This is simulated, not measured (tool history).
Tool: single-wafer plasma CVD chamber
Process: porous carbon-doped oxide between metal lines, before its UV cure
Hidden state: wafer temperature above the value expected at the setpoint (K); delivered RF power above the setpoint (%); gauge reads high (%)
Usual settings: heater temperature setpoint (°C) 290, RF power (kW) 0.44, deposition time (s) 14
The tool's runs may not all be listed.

run,hour,heater temperature setpoint (°C),RF power (kW),deposition time (s),wafers since the last listed run,hours since the last thermocouple change,hours since the last RF generator calibration,hours since the showerhead was replaced,hours since the gauge calibration,"read-back reference wafer on the same gauge, thickness_nm",mean film thickness on the monitor wafer (Å)
1,0,290,0.44,14,0,1741.6,100.6,1649.9,766.5,70.741,795.1
2,37.8,290,0.44,15.5,1430,1779.4,138.4,1687.7,804.3,70.592,876.43
# hour 47: thermocouple changed; heater temperature recalibrated
3,107.5,290,0.44,14.7,2334,60.5,208.1,1757.4,874,70.764,831.29
4,179.1,290,0.44,14.7,2708,132.1,279.7,1829,945.6,70.823,832.03
5,217.6,282,0.49,14,1456,170.6,318.2,1867.5,984.1,70.591,860.5
6,296.1,282,0.49,14,2970,249.1,396.7,1946,1062.6,70.747,865.55
7,385.3,282,0.49,14,3374,338.3,485.9,2035.2,1151.8,70.728,866.15
8,584.2,290,0.44,14,7525,537.2,684.8,2234.1,1350.7,70.31,787.29
9,621.4,290,0.44,14,1407,574.4,722,2271.3,1387.9,70.482,795.31
10,701.3,290,0.44,14,3023,654.3,801.9,2351.2,1467.8,70.375,788.32
11,751.5,290,0.44,14,1899,704.5,852.1,2401.4,1518,70.279,786.14
12,816.8,290,0.44,14,2470,769.8,917.4,2466.7,1583.3,70.335,796.66
# hour 868.6: showerhead replaced
13,881,290,0.44,14,2126,834,981.6,12.4,1647.5,70.39,792.09
# hour 918.3: RF generator calibrated
14,925.6,290,0.44,14,1384,878.6,7.3,57,1692.1,70.363,789.43
15,967.6,290,0.44,14,1589,920.6,49.3,99,1734.1,70.501,795.1
16,1010.8,295,0.41,14,1634,963.8,92.5,142.2,1777.3,70.369,746.59
17,1086.5,290,0.44,14,2864,1039.5,168.2,217.9,1853,70.317,786.46
18,1143.9,286,0.41,16.3,2171,1096.9,225.6,275.3,1910.4,70.392,908.92
19,1180.8,290,0.475,14,1396,1133.8,262.5,312.2,1947.3,70.294,819.78
20,1247.7,300,0.4,16.5,2531,1200.7,329.4,379.1,2014.2,70.301,849.15
21,1344.6,280,0.44,14,3666,1297.6,426.3,476,2111.1,70.261,837.63
22,1408,290,0.44,14,2398,1361,489.7,539.4,2174.5,70.259,786.55
23,1489.6,299,0.375,12.1,3087,1442.6,571.3,621,2256.1,70.329,616.91
24,1525.7,294,0.44,16.2,1365,1478.7,607.4,657.1,2292.2,70.166,888.3
25,1612.2,280,0.44,14,3272,1565.2,693.9,743.6,2378.7,70.25,831.26
# hour 1792.6: thermocouple changed; heater temperature recalibrated
# hour 1852.5: gauge calibrated
26,1910,286,0.44,15.2,10964,117.4,991.7,1041.4,57.5,71.382,885.95

Forecast run 27:
27,1991.3,290,0.51,16.6,3075,198.7,1073,1122.7,138.8,?,?

read-back reference wafer on the same gauge, thickness_nm: 71.256
mean film thickness on the monitor wafer (Å): 995.69
Without the tool's hidden state the same run would have given mean film thickness on the monitor wafer (Å) 997.58.
